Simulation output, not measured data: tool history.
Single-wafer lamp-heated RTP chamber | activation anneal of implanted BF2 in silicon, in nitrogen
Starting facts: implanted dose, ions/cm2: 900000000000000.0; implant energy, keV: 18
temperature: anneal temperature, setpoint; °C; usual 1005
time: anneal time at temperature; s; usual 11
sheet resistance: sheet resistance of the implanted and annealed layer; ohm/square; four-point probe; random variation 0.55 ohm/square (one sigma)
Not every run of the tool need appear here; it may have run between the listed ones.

run    hour  temperature  time  read-back reference wafer on the same gauge, sheet resistance  sheet resistance
  1     0.0         1005    11                                                         187.10            184.01
       43.0  -- pyrometer window cleaned and pyrometer calibrated
  2    65.6         1005    11                                                         186.95            190.67
  3   121.2         1005    11                                                         186.89            188.10
  4   193.6         1005    11                                                         187.03            185.40
  5   232.6         1005    11                                                         186.95            184.78
  6   270.3         1019    11                                                         187.05            171.45
      336.6  -- reflector plate cleaned
      392.3  -- pyrometer window cleaned and pyrometer calibrated
  7   435.4         1005    11                                                         186.92            188.52
  8   490.8         1005    11                                                         187.09            188.68
  9   543.0         1005    11                                                         187.09            185.77
 10   616.3         1005    11                                                         186.92            184.73
 11   652.4         1005    11                                                         186.98            185.07
      675.2  -- reflector plate cleaned
      699.6  -- gauge calibrated
 12   712.5         1027    14                                                         187.08            158.62
 13   759.3         1005    11                                                         187.05            184.36
      770.6  -- pyrometer window cleaned and pyrometer calibrated
 14   819.1         1005    11                                                         187.05            188.40
 15   906.1         1017     6                                                         187.09            185.81
 16   962.0         1005    11                                                         187.13            184.71
 17  1048.8         1005     7                                                         187.04            193.07
     1093.8  -- reflector plate cleaned
 18  1151.2         1005    11                                                         187.05            182.93
     1161.5  -- pyrometer window cleaned and pyrometer calibrated
 19  1211.5          978     8                                                         187.00            228.83
 20  1268.0          976    11                                                         187.03            222.10
 21  1440.5         1023     9                                                         186.95            171.34
     1487.2  -- reflector plate cleaned
 22  1487.7          978    13                                                         186.94            212.12
     1508.8  -- pyrometer window cleaned and pyrometer calibrated
 23  1559.7          996     5                                                         186.97            215.11
 24  1605.5          985    15                                                         186.95            203.90
 25  1643.3         1023     9                                                         187.00            172.18
 26  1740.3         1016    14                                                         186.96            169.29
 27  1778.3          977    15                                                         187.03            210.32
     1829.8  -- pyrometer window cleaned and pyrometer calibrated
 28  1878.7         1005    11                                                         186.97            188.97

Below are 5 alternative next runs, each starting from the tool's condition after run 28. Predict each:
  A  1879.1         1005    11                                                              ?                 ?
  B  1879.1          976     6                                                              ?                 ?
  C  1879.1          993    11                                                              ?                 ?
  D  1879.1          994     7                                                              ?                 ?
  E  1879.1         1015    16                                                              ?                 ?

run  read-back reference wafer on the same gauge, sheet resistance  sheet resistance
  A                                                         186.95            189.06
  B                                                         186.95            236.99
  C                                                         186.95            202.58
  D                                                         186.95            211.06
  E                                                         186.95            169.72
The same runs, with their run-to-run variation unchanged, on a tool lacking any hidden condition would have given:
run  sheet resistance
  A            192.13
  B            241.02
  C            206.10
  D            214.43
  E            172.45
